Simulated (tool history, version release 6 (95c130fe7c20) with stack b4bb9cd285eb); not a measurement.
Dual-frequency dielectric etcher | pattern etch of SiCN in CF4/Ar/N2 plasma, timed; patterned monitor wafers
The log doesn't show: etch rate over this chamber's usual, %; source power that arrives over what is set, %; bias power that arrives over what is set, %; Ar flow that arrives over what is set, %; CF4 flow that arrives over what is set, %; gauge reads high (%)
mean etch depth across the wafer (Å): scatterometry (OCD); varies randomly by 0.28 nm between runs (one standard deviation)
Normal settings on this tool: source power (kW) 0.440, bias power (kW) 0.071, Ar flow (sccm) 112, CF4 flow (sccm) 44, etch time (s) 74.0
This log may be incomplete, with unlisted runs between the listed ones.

run   hour  source power (kW)  bias power (kW)  Ar flow (sccm)  CF4 flow (sccm)  etch time (s)  wafers since the last listed run  hours since the last wet clean  hours since the last source power generator calibration  hours since the last bias power generator calibration  hours since the last Ar flow controller change  hours since the last CF4 flow controller change  hours since the last upper electrode change  hours since the gauge calibration  read-back reference wafer on the same gauge, depth_nm  mean etch depth across the wafer (Å)
  1    0.0              0.440            0.071             112               44           74.0                                 0                             0.5                                                    136.3                                                 2425.0                                          4048.5                                           5731.0                                        176.6                              282.5                                                   65.2                                   593
      56.9  -- CF4 flow controller replaced
  2   71.3              0.370            0.081             112               55           74.0                               739                            71.8                                                    207.6                                                 2496.3                                          4119.8                                             14.4                                        247.9                              353.8                                                   65.3                                   549
  3  120.0              0.480            0.071             112               50           74.0                               551                           120.5                                                    256.3                                                 2545.0                                          4168.5                                             63.1                                        296.6                              402.5                                                   65.3                                   669
  4  167.0              0.440            0.082             112               44           61.5                               531                           167.5                                                    303.3                                                 2592.0                                          4215.5                                            110.1                                        343.6                              449.5                                                   65.2                                   526
     173.0  -- Ar flow controller replaced
  5  224.8              0.440            0.080             112               44           74.0                               586                           225.3                                                    361.1                                                 2649.8                                            51.8                                            167.9                                        401.4                              507.3                                                   65.2                                   616
  6  290.3              0.490            0.071             112               37           74.0                               741                           290.8                                                    426.6                                                 2715.3                                           117.3                                            233.4                                        466.9                              572.8                                                   65.2                                   630
     337.3  -- bias power generator calibrated
  7  352.7              0.440            0.071             124               44           58.5                               660                           353.2                                                    489.0                                                   15.4                                           179.7                                            295.8                                        529.3                              635.2                                                   65.2                                   484
  8  379.8              0.440            0.071             112               44           74.0                               306                           380.3                                                    516.1                                                   42.5                                           206.8                                            322.9                                        556.4                              662.3                                                   65.1                                   615
  9  448.5              0.440            0.086             112               52           74.0                               777                           449.0                                                    584.8                                                  111.2                                           275.5                                            391.6                                        625.1                              731.0                                                   65.2                                   700
 10  483.5              0.440            0.071             112               44           74.0                               396                           484.0                                                    619.8                                                  146.2                                           310.5                                            426.6                                        660.1                              766.0                                                   65.2                                   619
 11  518.8              0.440            0.071             112               44           74.0                               399                           519.3                                                    655.1                                                  181.5                                           345.8                                            461.9                                        695.4                              801.3                                                   65.1                                   619
     588.3  -- bias power generator calibrated, repeated, since the last time left the tool worse
 12  588.8              0.440            0.071             112               44           74.0                               746                           589.3                                                    725.1                                                    0.5                                           415.8                                            531.9                                        765.4                              871.3                                                   65.3                                   603

For run 13, what comes out?
     627.9  -- wet clean of the chamber
 13  647.3              0.440            0.071             112               44           74.0                               390                            19.4                                                    783.6                                                   59.0                                           474.3                                            590.4                                        823.9                              929.8                                                      ?                                     ?

read-back reference wafer on the same gauge, depth_nm: 65.2
mean etch depth across the wafer (Å): 605
Had the tool carried no hidden state, the very same run would have given mean etch depth across the wafer (Å) 604.
